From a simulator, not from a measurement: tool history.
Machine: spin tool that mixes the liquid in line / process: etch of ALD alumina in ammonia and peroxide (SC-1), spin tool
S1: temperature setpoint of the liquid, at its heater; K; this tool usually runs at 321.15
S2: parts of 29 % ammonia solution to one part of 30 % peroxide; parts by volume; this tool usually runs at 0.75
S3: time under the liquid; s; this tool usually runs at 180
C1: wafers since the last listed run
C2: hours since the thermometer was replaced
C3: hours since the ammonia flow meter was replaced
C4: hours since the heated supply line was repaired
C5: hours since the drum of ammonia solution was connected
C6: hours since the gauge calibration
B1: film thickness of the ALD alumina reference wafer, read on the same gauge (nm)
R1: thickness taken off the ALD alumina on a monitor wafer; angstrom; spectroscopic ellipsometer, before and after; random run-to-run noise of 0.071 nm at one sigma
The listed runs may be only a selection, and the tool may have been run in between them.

Run 1, day 0: usual settings but S1 324.65 K; C1 0; C2 146.1; C3 393.4; C4 2206.8; C5 621.6; C6 1333.8; B1 39.98. Result: R1 199.8 angstrom.
At day 1.154: new drum of ammonia solution connected.
Run 2, day 3.362: usual settings but S1 324.65 K; C1 746; C2 226.8; C3 474.1; C4 2287.5; C5 53; C6 1414.5; B1 40. Result: R1 200.2 angstrom.
Run 3, day 5.012: usual settings but S1 324.65 K; C1 370; C2 266.4; C3 513.7; C4 2327.1; C5 92.6; C6 1454.1; B1 39.97. Result: R1 199.2 angstrom.
Run 4, day 7.179: usual settings but S1 324.15 K; C1 487; C2 318.4; C3 565.7; C4 2379.1; C5 144.6; C6 1506.1; B1 39.99. Result: R1 192.9 angstrom.
Run 5, day 10.233: usual settings but S1 324.15 K; C1 686; C2 391.7; C3 639; C4 2452.4; C5 217.9; C6 1579.4; B1 39.99. Result: R1 193.2 angstrom.
Run 6, day 12.229: usual settings but S3 225 s; C1 448; C2 439.6; C3 686.9; C4 2500.3; C5 265.8; C6 1627.3; B1 39.98. Result: R1 204.9 angstrom.
Run 7, day 16.104: usual settings but S3 225 s; C1 871; C2 532.6; C3 779.9; C4 2593.3; C5 358.8; C6 1720.3; B1 40.02. Result: R1 205.7 angstrom.
Run 8, day 20.538: usual settings but S3 250 s; C1 996; C2 639; C3 886.3; C4 2699.7; C5 465.2; C6 1826.7; B1 40. Result: R1 226.8 angstrom.
Run 9, day 24.779: usual settings but S1 316.65 K; C1 953; C2 740.8; C3 988.1; C4 2801.5; C5 567; C6 1928.5; B1 40.02. Result: R1 127.3 angstrom.
At day 25.696: heated supply line repaired.
At day 26.475: ammonia flow meter replaced.
At day 26.525: new drum of ammonia solution connected.
Run 10, day 27.162: usual settings but S1 316.65 K; C1 507; C2 798; C3 16.5; C4 35.2; C5 15.3; C6 1985.7; B1 40. Result: R1 127 angstrom.
Run 11, day 31.217: usual settings; C1 911; C2 895.3; C3 113.8; C4 132.5; C5 112.6; C6 2083; B1 39.99. Result: R1 164 angstrom.
Run 12, day 34.192: usual settings; C1 668; C2 966.7; C3 185.2; C4 203.9; C5 184; C6 2154.4; B1 40.01. Result: R1 165.1 angstrom.
At day 36.204: gauge calibrated.
Run 13, day 38.083: usual settings but S1 315.15 K, S2 1.1 parts by volume, S3 80 s; C1 874; C2 1060.1; C3 278.6; C4 297.3; C5 277.4; C6 45.1; B1 40. Result: R1 53.5 angstrom.
Run 14, day 39.775: usual settings; C1 380; C2 1100.7; C3 319.2; C4 337.9; C5 318; C6 85.7; B1 39.99. Result: R1 164.1 angstrom.
Run 15, day 41.604: usual settings but S1 331.15 K, S3 250 s; C1 411; C2 1144.6; C3 363.1; C4 381.8; C5 361.9; C6 129.6; B1 40. Result: R1 391.4 angstrom.
Run 16, day 45.788: usual settings but S1 324.65 K, S2 0.5 parts by volume, S3 115 s; C1 940; C2 1245; C3 463.5; C4 482.2; C5 462.3; C6 230; B1 40.02. Result: R1 122.7 angstrom.
Run 17, day 48.042: usual settings but S3 140 s; C1 506; C2 1299.1; C3 517.6; C4 536.3; C5 516.4; C6 284.1; B1 40. Result: R1 127.9 angstrom.
At day 50.117: new drum of ammonia solution connected.
At day 51.575: thermometer replaced.
Run 18, day 60.212: usual settings; C1 2717; C2 207.3; C3 809.7; C4 828.4; C5 242.3; C6 576.2; B1 40.02. Result: R1 164.4 angstrom.
At day 62.142: ammonia flow meter replaced.
Run 19, day 64.629: usual settings but S1 316.65 K, S2 0.35 parts by volume, S3 275 s; C1 983; C2 313.3; C3 59.7; C4 934.4; C5 348.3; C6 682.2; B1 40.01. Result: R1 180.8 angstrom.
Run 20, day 66.417: usual settings but S1 315.15 K, S3 135 s; C1 401; C2 356.2; C3 102.6; C4 977.3; C5 391.2; C6 725.1; B1 40.01. Result: R1 88.4 angstrom.
Run 21, day 69.842: usual settings; C1 770; C2 438.4; C3 184.8; C4 1059.5; C5 473.4; C6 807.3; B1 39.98. Result: R1 164.4 angstrom.
At day 73.046: new drum of ammonia solution connected.
Run 22, day 74.262: usual settings but S3 75 s; C1 984; C2 544.5; C3 290.9; C4 1165.6; C5 29.2; C6 913.4; B1 40. Result: R1 68.4 angstrom.
Run 23, day 85.904: usual settings; C1 2617; C2 823.9; C3 570.3; C4 1445; C5 308.6; C6 1192.8; B1 40.01. Result: R1 164.8 angstrom.
Run 24, day 90.329: usual settings but S1 318.15 K, S2 0.5 parts by volume, S3 75 s; C1 994; C2 930.1; C3 676.5; C4 1551.2; C5 414.8; C6 1299; B1 40. Result: R1 55.4 angstrom.
Run 25, day 94.638: usual settings but S3 265 s; C1 968; C2 1033.5; C3 779.9; C4 1654.6; C5 518.2; C6 1402.4; B1 39.96. Result: R1 240.7 angstrom.
At day 94.888: ammonia flow meter replaced.
Run 26, day 97.288: usual settings but S2 0.85 parts by volume, S3 120 s; C1 586; C2 1097.1; C3 57.6; C4 1718.2; C5 581.8; C6 1466; B1 40.04. Result: R1 110.9 angstrom.

Each row is a separate what-if for the run after 26, all from the same tool condition, not one after another. Results?
Run A, day 97.308: usual settings but S1 330.15 K; C1 4; C2 1097.6; C3 58.1; C4 1718.7; C5 582.3; C6 1466.5; B1 ?. Result: R1 ?.
Run B, day 97.308: usual settings but S1 323.65 K, S2 0.65 parts by volume, S3 280 s; C1 4; C2 1097.6; C3 58.1; C4 1718.7; C5 582.3; C6 1466.5; B1 ?. Result: R1 ?.
Run C, day 97.308: usual settings but S2 0.9 parts by volume, S3 240 s; C1 4; C2 1097.6; C3 58.1; C4 1718.7; C5 582.3; C6 1466.5; B1 ?. Result: R1 ?.

run  B1     R1
  A  40  266.5
  B  40  288.7
  C  40  222.3
Had the tool no hidden state, the same runs would have come out as:
run     R1
  A  266.5
  B  288.7
  C  222.3

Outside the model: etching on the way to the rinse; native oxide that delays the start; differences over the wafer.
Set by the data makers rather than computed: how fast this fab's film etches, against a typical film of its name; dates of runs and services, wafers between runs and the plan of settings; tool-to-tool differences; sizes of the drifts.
